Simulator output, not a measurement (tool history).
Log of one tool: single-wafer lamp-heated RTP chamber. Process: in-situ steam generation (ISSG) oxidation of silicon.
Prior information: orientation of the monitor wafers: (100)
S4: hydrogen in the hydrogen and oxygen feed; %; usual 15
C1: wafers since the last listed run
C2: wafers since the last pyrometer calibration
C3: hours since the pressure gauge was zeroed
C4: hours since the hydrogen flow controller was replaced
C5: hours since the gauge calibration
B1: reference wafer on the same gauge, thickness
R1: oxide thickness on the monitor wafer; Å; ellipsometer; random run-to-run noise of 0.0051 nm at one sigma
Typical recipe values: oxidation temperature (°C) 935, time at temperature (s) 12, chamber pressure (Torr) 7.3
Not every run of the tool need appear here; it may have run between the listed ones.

Run 1, hour 0.0: usual settings; C1 0; C2 1821; C3 2711.8; C4 2211.2; C5 606.4; B1 3.421. Result: R1 34.67 Å.
Run 2, hour 47.8: usual settings but oxidation temperature (°C) 925, chamber pressure (Torr) 7.8; C1 523; C2 2345; C3 2759.6; C4 2259.0; C5 654.2; B1 3.420. Result: R1 34.19 Å.
Run 3, hour 75.2: usual settings but S4 11 %; C1 300; C2 2645; C3 2787.0; C4 2286.4; C5 681.6; B1 3.418. Result: R1 32.52 Å.
At hour 104.1: pyrometer window cleaned and pyrometer calibrated.
Run 4, hour 134.6: usual settings; C1 563; C2 334; C3 2846.4; C4 2345.8; C5 741.0; B1 3.420. Result: R1 34.45 Å.
Run 5, hour 216.5: usual settings; C1 897; C2 1231; C3 2928.3; C4 2427.7; C5 822.9; B1 3.421. Result: R1 34.53 Å.
Run 6, hour 272.4: usual settings; C1 612; C2 1844; C3 2984.2; C4 2483.6; C5 878.8; B1 3.422. Result: R1 34.65 Å.
Run 7, hour 341.0: usual settings; C1 751; C2 2596; C3 3052.8; C4 2552.2; C5 947.4; B1 3.419. Result: R1 34.93 Å.
Run 8, hour 383.9: usual settings; C1 470; C2 3066; C3 3095.7; C4 2595.1; C5 990.3; B1 3.420. Result: R1 35.14 Å.
At hour 414.1: pyrometer window cleaned and pyrometer calibrated.
Run 9, hour 435.5: usual settings; C1 477; C2 234; C3 3147.3; C4 2646.7; C5 1041.9; B1 3.420. Result: R1 34.57 Å.
Run 10, hour 493.0: usual settings; C1 630; C2 864; C3 3204.8; C4 2704.2; C5 1099.4; B1 3.420. Result: R1 34.53 Å.
Run 11, hour 526.1: usual settings; C1 362; C2 1227; C3 3237.9; C4 2737.3; C5 1132.5; B1 3.421. Result: R1 34.64 Å.
At hour 546.8: gauge calibrated.
Run 12, hour 560.8: usual settings; C1 380; C2 1607; C3 3272.6; C4 2772.0; C5 14.0; B1 3.421. Result: R1 34.79 Å.
At hour 611.9: pressure gauge zeroed.
Run 13, hour 612.4: usual settings; C1 477; C2 2085; C3 0.5; C4 2823.6; C5 65.6; B1 3.420. Result: R1 34.86 Å.
Run 14, hour 648.6: usual settings but time at temperature (s) 9; C1 396; C2 2481; C3 36.7; C4 2859.8; C5 101.8; B1 3.419. Result: R1 31.61 Å.
At hour 705.0: pyrometer window cleaned and pyrometer calibrated.
Run 15, hour 705.5: usual settings but oxidation temperature (°C) 948; C1 535; C2 5; C3 93.6; C4 2916.7; C5 158.7; B1 3.418. Result: R1 35.60 Å.
At hour 769.2: hydrogen flow controller replaced.
Run 16, hour 770.0: usual settings; C1 619; C2 624; C3 158.1; C4 0.8; C5 223.2; B1 3.420. Result: R1 34.15 Å.
Run 17, hour 810.7: usual settings; C1 445; C2 1070; C3 198.8; C4 41.5; C5 263.9; B1 3.420. Result: R1 34.17 Å.
Run 18, hour 846.3: usual settings; C1 390; C2 1460; C3 234.4; C4 77.1; C5 299.5; B1 3.418. Result: R1 34.33 Å.
Run 19, hour 900.2: usual settings but time at temperature (s) 15; C1 590; C2 2051; C3 288.3; C4 131.0; C5 353.4; B1 3.421. Result: R1 37.47 Å.
At hour 967.5: pyrometer window cleaned and pyrometer calibrated.
Run 20, hour 968.9: usual settings but oxidation temperature (°C) 930, S4 23 %; C1 665; C2 15; C3 357.0; C4 199.7; C5 422.1; B1 3.420. Result: R1 37.47 Å.
Run 21, hour 1023.6: usual settings; C1 599; C2 614; C3 411.7; C4 254.4; C5 476.8; B1 3.421. Result: R1 34.06 Å.
Run 22, hour 1093.9: usual settings but oxidation temperature (°C) 926; C1 770; C2 1385; C3 482.0; C4 324.7; C5 547.1; B1 3.422. Result: R1 33.59 Å.
Run 23, hour 1131.3: usual settings but oxidation temperature (°C) 942, time at temperature (s) 13; C1 409; C2 1794; C3 519.4; C4 362.1; C5 584.5; B1 3.419. Result: R1 35.89 Å.
Run 24, hour 1174.4: usual settings but chamber pressure (Torr) 8.1, S4 22 %; C1 472; C2 2267; C3 562.5; C4 405.2; C5 627.6; B1 3.421. Result: R1 37.87 Å.
Run 25, hour 1237.2: usual settings; C1 688; C2 2955; C3 625.3; C4 468.0; C5 690.4; B1 3.418. Result: R1 34.66 Å.
At hour 1259.4: pyrometer window cleaned and pyrometer calibrated.
Run 26, hour 1302.8: usual settings but oxidation temperature (°C) 928, time at temperature (s) 10, chamber pressure (Torr) 8.5, S4 18 %; C1 631; C2 475; C3 690.9; C4 533.6; C5 756.0; B1 3.420. Result: R1 32.92 Å.
Run 27, hour 1354.2: usual settings but time at temperature (s) 8; C1 563; C2 1038; C3 742.3; C4 585.0; C5 807.4; B1 3.422. Result: R1 29.56 Å.
Run 28, hour 1396.2: usual settings but oxidation temperature (°C) 944, time at temperature (s) 9, chamber pressure (Torr) 6.9, S4 11 %; C1 460; C2 1498; C3 784.3; C4 627.0; C5 849.4; B1 3.419. Result: R1 29.00 Å.
Run 29, hour 1440.6: usual settings but oxidation temperature (°C) 953, time at temperature (s) 9, chamber pressure (Torr) 8.6, S4 11 %; C1 486; C2 1985; C3 828.7; C4 671.4; C5 893.8; B1 3.423. Result: R1 29.95 Å.

Consider 4 possible next runs. They are alternatives, not a sequence: every one starts from the tool as it was left by run 29. What does each give?
Run A, hour 1441.0: usual settings but S4 12 %; C1 4; C2 1989; C3 829.1; C4 671.8; C5 894.2; B1 ?. Result: R1 ?.
Run B, hour 1441.0: usual settings but oxidation temperature (°C) 925, time at temperature (s) 14, S4 23 %; C1 4; C2 1989; C3 829.1; C4 671.8; C5 894.2; B1 ?. Result: R1 ?.
Run C, hour 1441.0: usual settings but oxidation temperature (°C) 918, time at temperature (s) 9, chamber pressure (Torr) 8.2, S4 24 %; C1 4; C2 1989; C3 829.1; C4 671.8; C5 894.2; B1 ?. Result: R1 ?.
Run D, hour 1441.0: usual settings but oxidation temperature (°C) 945, time at temperature (s) 8; C1 4; C2 1989; C3 829.1; C4 671.8; C5 894.2; B1 ?. Result: R1 ?.

run     B1     R1
  A  3.421  32.64
  B  3.421  39.46
  C  3.421  33.89
  D  3.421  30.26
With no hidden state in the tool, these same runs would have given:
run     R1
  A  32.29
  B  39.02
  C  33.58
  D  29.96

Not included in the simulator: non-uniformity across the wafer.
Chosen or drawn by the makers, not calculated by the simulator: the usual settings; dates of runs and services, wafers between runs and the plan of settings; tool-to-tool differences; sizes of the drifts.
